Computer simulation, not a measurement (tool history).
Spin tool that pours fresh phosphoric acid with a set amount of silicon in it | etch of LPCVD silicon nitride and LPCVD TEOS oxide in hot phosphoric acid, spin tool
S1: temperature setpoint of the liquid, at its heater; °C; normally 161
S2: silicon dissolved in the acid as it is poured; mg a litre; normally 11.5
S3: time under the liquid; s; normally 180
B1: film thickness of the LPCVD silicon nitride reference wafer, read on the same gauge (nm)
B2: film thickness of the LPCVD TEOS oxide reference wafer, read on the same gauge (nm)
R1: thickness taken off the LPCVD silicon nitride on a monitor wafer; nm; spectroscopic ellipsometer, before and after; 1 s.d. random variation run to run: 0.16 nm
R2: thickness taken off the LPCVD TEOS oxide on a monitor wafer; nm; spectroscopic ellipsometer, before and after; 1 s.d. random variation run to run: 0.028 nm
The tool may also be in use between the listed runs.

Run 1, hour 0: usual settings but S2 9 mg a litre; B1 110.02; B2 30. Result: R1 17.79 nm, R2 0.468 nm.
Run 2, hour 21.1: usual settings but S2 9 mg a litre; B1 110.01; B2 29.966. Result: R1 17.68 nm, R2 0.476 nm.
Run 3, hour 46.9: usual settings; B1 110.01; B2 29.964. Result: R1 17.86 nm, R2 0.455 nm.
Run 4, hour 60.3: usual settings; B1 109.98; B2 29.954. Result: R1 18.16 nm, R2 0.446 nm.
Run 5, hour 77.9: usual settings; B1 109.97; B2 30.009. Result: R1 17.83 nm, R2 0.428 nm.
At hour 85.9: gauge calibrated.
At hour 113.2: dissolved silicon flow meter replaced.
Run 6, hour 113.7: usual settings; B1 110.01; B2 29.956. Result: R1 17.58 nm, R2 0.408 nm.
Run 7, hour 138.1: usual settings but S1 163.5 °C; B1 109.97; B2 29.996. Result: R1 19.58 nm, R2 0.452 nm.
Run 8, hour 173.3: usual settings but S3 270 s; B1 110; B2 30.066. Result: R1 26.87 nm, R2 0.653 nm.
Run 9, hour 208.9: usual settings but S1 160 °C, S2 18.5 mg a litre, S3 95 s; B1 110.01; B2 29.989. Result: R1 9.11 nm, R2 0.192 nm.
Run 10, hour 238.4: usual settings; B1 109.98; B2 30.026. Result: R1 17.53 nm, R2 0.445 nm.
Run 11, hour 264.2: usual settings but S2 20 mg a litre, S3 250 s; B1 109.97; B2 29.989. Result: R1 24.92 nm, R2 0.503 nm.
Run 12, hour 290.5: usual settings; B1 110; B2 29.987. Result: R1 17.91 nm, R2 0.441 nm.
Run 13, hour 305.5: usual settings but S1 162.5 °C, S3 130 s; B1 110.01; B2 29.98. Result: R1 13.2 nm, R2 0.343 nm.
Run 14, hour 340.2: usual settings but S2 14 mg a litre, S3 80 s; B1 109.99; B2 30.012. Result: R1 8.02 nm, R2 0.185 nm.
Run 15, hour 362: usual settings; B1 110.02; B2 30.041. Result: R1 17.94 nm, R2 0.468 nm.
Run 16, hour 394.1: usual settings but S2 4 mg a litre; B1 109.99; B2 29.979. Result: R1 18 nm, R2 0.524 nm.
At hour 398.4: heated supply line repaired.
At hour 402.3: thermometer replaced.
Run 17, hour 416.1: usual settings but S1 163 °C, S2 4 mg a litre, S3 110 s; B1 110; B2 30.044. Result: R1 11.58 nm, R2 0.349 nm.
Run 18, hour 446.8: usual settings but S1 159.5 °C, S2 5 mg a litre, S3 140 s; B1 110.04; B2 29.995. Result: R1 13.31 nm, R2 0.382 nm.
Run 19, hour 481.3: usual settings; B1 110.02; B2 29.952. Result: R1 17.93 nm, R2 0.401 nm.
Run 20, hour 515.1: usual settings but S1 163 °C; B1 109.98; B2 29.983. Result: R1 18.94 nm, R2 0.514 nm.
Run 21, hour 545.1: usual settings but S1 160 °C, S2 3 mg a litre, S3 220 s; B1 110.03; B2 29.964. Result: R1 21.01 nm, R2 0.661 nm.
Run 22, hour 635.6: usual settings but S2 8.5 mg a litre, S3 290 s; B1 109.99; B2 30.003. Result: R1 28.54 nm, R2 0.799 nm.
Run 23, hour 666.6: usual settings but S2 17 mg a litre, S3 90 s; B1 110; B2 29.973. Result: R1 8.79 nm, R2 0.191 nm.

What the log doesn't show, run by run:
liquid hotter than its thermometer reads (K): 0 across all the runs
dissolved silicon flow above the setpoint (%): 0 across all the runs
temperature lost on the way to the wafer (K): 0 across all the runs
gauge reads high (%): 0 across all the runs
